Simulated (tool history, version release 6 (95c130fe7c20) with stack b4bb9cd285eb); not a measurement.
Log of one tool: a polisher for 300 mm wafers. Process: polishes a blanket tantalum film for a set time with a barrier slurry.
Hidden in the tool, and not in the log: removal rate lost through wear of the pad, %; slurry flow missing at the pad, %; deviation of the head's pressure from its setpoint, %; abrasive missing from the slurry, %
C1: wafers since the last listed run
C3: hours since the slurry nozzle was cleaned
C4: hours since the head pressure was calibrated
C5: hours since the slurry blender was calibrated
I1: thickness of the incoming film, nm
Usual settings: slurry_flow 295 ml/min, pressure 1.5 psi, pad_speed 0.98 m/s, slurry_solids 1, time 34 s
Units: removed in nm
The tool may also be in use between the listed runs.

Run 1, day 0: usual settings; C1 0; wafers polished on this pad 375; C3 402.3; C4 599.8; C5 443.6; I1 462.2. Result: removed 37.6 nm.
At day 1.912: slurry blender recalibrated.
Run 2, day 2.442: usual settings; C1 312; wafers polished on this pad 688; C3 460.9; C4 658.4; C5 12.7; I1 471.1. Result: removed 38.1 nm.
Run 3, day 3.592: usual settings but pressure 1.6 psi; C1 152; wafers polished on this pad 840; C3 488.5; C4 686; C5 40.3; I1 464.7. Result: removed 39.6 nm.
Run 4, day 5.688: usual settings but pressure 1.6 psi; C1 278; wafers polished on this pad 1118; C3 538.8; C4 736.3; C5 90.6; I1 470.8. Result: removed 39.4 nm.
At day 6.925: worn pad replaced by a new one.
Run 5, day 8.158: usual settings but slurry_solids 0.9; C1 305; wafers polished on this pad 163; C3 598.1; C4 795.6; C5 149.9; I1 473. Result: removed 36.8 nm.
Run 6, day 14.408: usual settings but slurry_solids 0.9; C1 829; wafers polished on this pad 992; C3 748.1; C4 945.6; C5 299.9; I1 472. Result: removed 36.1 nm.
Run 7, day 15.775: usual settings; C1 181; wafers polished on this pad 1173; C3 780.9; C4 978.4; C5 332.7; I1 461.2. Result: removed 36.3 nm.
Run 8, day 17.125: usual settings; C1 179; wafers polished on this pad 1352; C3 813.3; C4 1010.8; C5 365.1; I1 474.1. Result: removed 36.3 nm.
At day 18.438: worn pad replaced by a new one.
Run 9, day 18.712: usual settings but slurry_solids 0.85; C1 188; wafers polished on this pad 36; C3 851.4; C4 1048.9; C5 403.2; I1 468.4. Result: removed 32.3 nm.
At day 20.167: slurry blender recalibrated.
Run 10, day 21.375: usual settings but slurry_solids 0.85; C1 342; wafers polished on this pad 378; C3 915.3; C4 1112.8; C5 29; I1 472.1. Result: removed 32.4 nm.
At day 22.792: slurry nozzle cleaned.
Run 11, day 23.9: usual settings but slurry_solids 0.85; C1 329; wafers polished on this pad 708; C3 26.6; C4 1173.4; C5 89.6; I1 465.2. Result: removed 31.6 nm.
Run 12, day 25.875: usual settings but slurry_flow 340 ml/min; C1 262; wafers polished on this pad 970; C3 74; C4 1220.8; C5 137; I1 479.4. Result: removed 34.8 nm.
Run 13, day 26.967: usual settings but slurry_solids 0.85; C1 144; wafers polished on this pad 1114; C3 100.2; C4 1247; C5 163.2; I1 469.5. Result: removed 31.3 nm.
Run 14, day 29.696: usual settings; C1 362; wafers polished on this pad 1477; C3 165.7; C4 1312.5; C5 228.7; I1 471.8. Result: removed 31.8 nm.
At day 30.738: worn pad replaced by a new one, repeated, since the last time left the tool worse.
Run 15, day 32.675: usual settings but pad_speed 0.82 m/s, time 30 s; C1 373; wafers polished on this pad 257; C3 237.2; C4 1384; C5 300.2; I1 474.7. Result: removed 28.1 nm.
Run 16, day 35.621: usual settings but slurry_flow 240 ml/min, time 37 s; C1 390; wafers polished on this pad 647; C3 307.9; C4 1454.7; C5 370.9; I1 462. Result: removed 40.1 nm.
Run 17, day 38.204: usual settings but slurry_flow 370 ml/min, pressure 1 psi, pad_speed 0.8 m/s, time 42 s; C1 342; wafers polished on this pad 990; C3 369.9; C4 1516.7; C5 432.9; I1 472.8. Result: removed 25.6 nm.
At day 38.412: head pressure recalibrated.
At day 40.592: slurry blender recalibrated.
Run 18, day 40.612: usual settings but pressure 1.9 psi, slurry_solids 0.7; C1 297; wafers polished on this pad 1287; C3 427.7; C4 52.8; C5 0.5; I1 472.6. Result: removed 38.5 nm.
Run 19, day 41.958: usual settings but slurry_flow 215 ml/min, slurry_solids 0.75, time 25 s; C1 178; wafers polished on this pad 1466; C3 460; C4 85.1; C5 32.8; I1 468.9. Result: removed 22 nm.
At day 42.208: worn pad replaced by a new one.
Run 20, day 43.8: usual settings but pad_speed 0.78 m/s; C1 222; wafers polished on this pad 211; C3 504.2; C4 129.3; C5 77; I1 469.3. Result: removed 30.7 nm.
Run 21, day 45.358: usual settings but pressure 1.7 psi, slurry_solids 1.2, time 38 s; C1 206; wafers polished on this pad 418; C3 541.6; C4 166.7; C5 114.4; I1 478. Result: removed 52.6 nm.
Run 22, day 46.942: usual settings but pressure 1.7 psi; C1 210; wafers polished on this pad 628; C3 579.6; C4 204.7; C5 152.4; I1 476.7. Result: removed 43.8 nm.
Run 23, day 49.833: usual settings; C1 383; wafers polished on this pad 1011; C3 649; C4 274.1; C5 221.8; I1 467.8. Result: removed 37.2 nm.
Run 24, day 51.775: usual settings but pad_speed 1.26 m/s, time 25 s; C1 257; wafers polished on this pad 1269; C3 695.6; C4 320.7; C5 268.4; I1 471.5. Result: removed 34.6 nm.

5 ways to go on from here, each from the tool as it stands after run 24. What would each give?
Run A, day 51.792: usual settings but slurry_flow 380 ml/min; C1 2; wafers polished on this pad 1271; C3 696; C4 321.1; C5 268.8; I1 469.4. Result: removed ?.
Run B, day 51.792: usual settings but slurry_flow 245 ml/min, pad_speed 0.88 m/s, slurry_solids 1.2; C1 2; wafers polished on this pad 1271; C3 696; C4 321.1; C5 268.8; I1 469.4. Result: removed ?.
Run C, day 51.792: usual settings but slurry_solids 0.7, time 40 s; C1 2; wafers polished on this pad 1271; C3 696; C4 321.1; C5 268.8; I1 469.4. Result: removed ?.
Run D, day 51.792: usual settings but pad_speed 0.72 m/s; C1 2; wafers polished on this pad 1271; C3 696; C4 321.1; C5 268.8; I1 469.4. Result: removed ?.
Run E, day 51.792: usual settings but pad_speed 1.18 m/s, slurry_solids 0.85, time 30 s; C1 2; wafers polished on this pad 1271; C3 696; C4 321.1; C5 268.8; I1 469.4. Result: removed ?.

run  removed
  A     38.1
  B     34.9
  C     36.4
  D     27.4
  E     36.8
Without the tool's hidden state the same runs would have given:
run  removed
  A     39.7
  B     36.4
  C     37.9
  D     28.5
  E     38.3

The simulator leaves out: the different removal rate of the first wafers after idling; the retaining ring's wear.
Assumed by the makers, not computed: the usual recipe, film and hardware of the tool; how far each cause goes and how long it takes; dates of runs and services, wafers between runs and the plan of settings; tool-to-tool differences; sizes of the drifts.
